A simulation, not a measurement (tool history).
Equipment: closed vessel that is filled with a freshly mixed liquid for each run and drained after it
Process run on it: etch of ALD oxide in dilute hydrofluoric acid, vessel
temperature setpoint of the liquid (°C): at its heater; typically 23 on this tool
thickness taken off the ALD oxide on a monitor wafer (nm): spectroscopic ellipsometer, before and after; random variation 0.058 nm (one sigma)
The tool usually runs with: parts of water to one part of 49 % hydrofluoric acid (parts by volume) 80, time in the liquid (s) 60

| run | day | temperature setpoint of the liquid (°C) | parts of water to one part of 49 % hydrofluoric acid (parts by volume) | time in the liquid (s) | wafers since the last listed run | hours since the thermometer was replaced | hours since the hydrofluoric acid flow meter was replaced | hours since the gauge calibration | read-back film thickness of the ALD oxide reference wafer, read on the same gauge (nm) | thickness taken off the ALD oxide on a monitor wafer (nm) |
|---|---|---|---|---|---|---|---|---|---|---|
| 1 | 0 | 25.5 | 80 | 85 | 0 | 580.8 | 514.2 | 199.3 | 89.96 | 11.83 |
| 2 | 0.712 | 23 | 80 | 60 | 2434 | 597.9 | 531.3 | 216.4 | 89.99 | 7.43 |
| 3 | 1.988 | 23 | 80 | 60 | 4357 | 628.5 | 561.9 | 247 | 90 | 7.44 |
| 4 | 3.429 | 25 | 80 | 60 | 4926 | 663.1 | 596.5 | 281.6 | 90 | 7.98 |
| 5 | 4.758 | 23 | 80 | 60 | 4542 | 695 | 628.4 | 313.5 | 89.98 | 7.45 |
|  | 5.988 | gauge calibrated |
| 6 | 6.179 | 23 | 80 | 60 | 4855 | 729.1 | 662.5 | 4.6 | 90.01 | 7.44 |
| 7 | 7.129 | 23 | 80 | 60 | 3246 | 751.9 | 685.3 | 27.4 | 90 | 7.26 |
| 8 | 8.342 | 23 | 100 | 60 | 4143 | 781 | 714.4 | 56.5 | 89.98 | 5.65 |
| 9 | 10.821 | 27 | 105 | 60 | 8472 | 840.5 | 773.9 | 116 | 90 | 6.12 |
| 10 | 11.383 | 27.5 | 80 | 60 | 1922 | 854 | 787.4 | 129.5 | 90.01 | 8.43 |
| 11 | 12.512 | 23 | 80 | 60 | 3858 | 881.1 | 814.5 | 156.6 | 89.98 | 7.09 |
|  | 13.121 | hydrofluoric acid flow meter replaced |
|  | 13.492 | thermometer replaced |
| 12 | 13.921 | 25.5 | 65 | 30 | 4528 | 10.3 | 19.2 | 190.4 | 89.99 | 5.78 |
| 13 | 14.967 | 23 | 80 | 60 | 3574 | 35.4 | 44.3 | 215.5 | 90.01 | 8.32 |
| 14 | 16.075 | 23 | 55 | 95 | 3787 | 62 | 70.9 | 242.1 | 89.98 | 19.95 |
| 15 | 17.375 | 26 | 105 | 50 | 4442 | 93.2 | 102.1 | 273.3 | 89.99 | 5.68 |

What was the tool's hidden state at every run in the log?
liquid hotter than its thermometer reads (K): 0, the same for each run
gauge reads high (%): 0, the same for each run
H1: hydrofluoric acid flow below the setpoint (%)
| run | H1 |
|---|---|
| 1 | 9.97 |
| 2 | 10.3 |
| 3 | 10.8 |
| 4 | 11.3 |
| 5 | 11.9 |
| 6 | 12.4 |
| 7 | 12.8 |
| 8 | 13.3 |
| 9 | 14.3 |
| 10 | 14.5 |
| 11 | 15 |
| 12 | 1.34 |
| 13 | 1.75 |
| 14 | 2.19 |
| 15 | 2.71 |
